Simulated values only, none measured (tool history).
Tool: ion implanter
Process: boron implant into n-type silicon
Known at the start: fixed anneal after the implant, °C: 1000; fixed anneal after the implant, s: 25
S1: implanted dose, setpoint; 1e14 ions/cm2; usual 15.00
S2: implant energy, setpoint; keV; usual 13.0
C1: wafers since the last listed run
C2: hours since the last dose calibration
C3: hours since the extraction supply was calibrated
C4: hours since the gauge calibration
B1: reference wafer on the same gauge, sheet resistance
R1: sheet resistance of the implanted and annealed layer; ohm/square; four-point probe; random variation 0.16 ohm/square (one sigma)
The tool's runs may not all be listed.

run    day     S1    S2   C1      C2      C3     C4      B1      R1
  1  0.000  13.53  13.0    0  1050.8  5154.9   56.2  101.07  109.12
  2  0.621  15.00  13.0  388  1065.7  5169.8   71.1  101.05  103.71
  3  0.983  15.00  13.0  226  1074.4  5178.5   79.8  101.04  103.59
  4  1.558  15.00  13.0  359  1088.2  5192.3   93.6  101.07  103.44
  5  2.071  15.00  15.5  320  1100.5  5204.6  105.9  101.02   98.60
  6  2.738  15.00  15.5  417  1116.5  5220.6  121.9  100.95   98.53
     3.162  -- Faraday cup replaced and dose calibrated
  7  3.471  15.00  13.0  250     7.4  5238.2  139.5  101.02  103.68
  8  3.771  15.00  13.0  187    14.6  5245.4  146.7  100.94  103.84
  9  4.308  16.78  11.0  336    27.5  5258.3  159.6  100.96  105.27
     4.654  -- extraction supply calibrated
 10  4.850  17.47  11.0  130    40.5     4.7  172.6  101.01  103.75
 11  5.258  15.00  13.0  255    50.3    14.5  182.4  101.04  103.69
 12  5.600  13.25   9.5  213    58.5    22.7  190.6  101.05  121.11
 13  6.238  12.11  10.0  398    73.8    38.0  205.9  100.94  124.01
 14  6.862  15.00  10.0  391    88.8    53.0  220.9  100.98  113.16
     6.879  -- gauge calibrated
 15  8.454  15.00  13.0  996   127.0    91.2   37.8  100.95  103.60
 16  9.008  16.78  11.0  346   140.3   104.5   51.1  100.97  105.09

Forecast each of these 3 alternatives for the next run:
  A  9.025  16.56  13.0  10  140.7  104.9  51.5   ?   ?
  B  9.025  12.59  13.0  10  140.7  104.9  51.5   ?   ?
  C  9.025  13.56  16.0  10  140.7  104.9  51.5   ?   ?

run      B1      R1
  A  101.04   99.20
  B  101.04  113.73
  C  101.04  103.70
Without the tool's hidden state the same runs would have given:
run      R1
  A   99.20
  B  113.73
  C  103.70
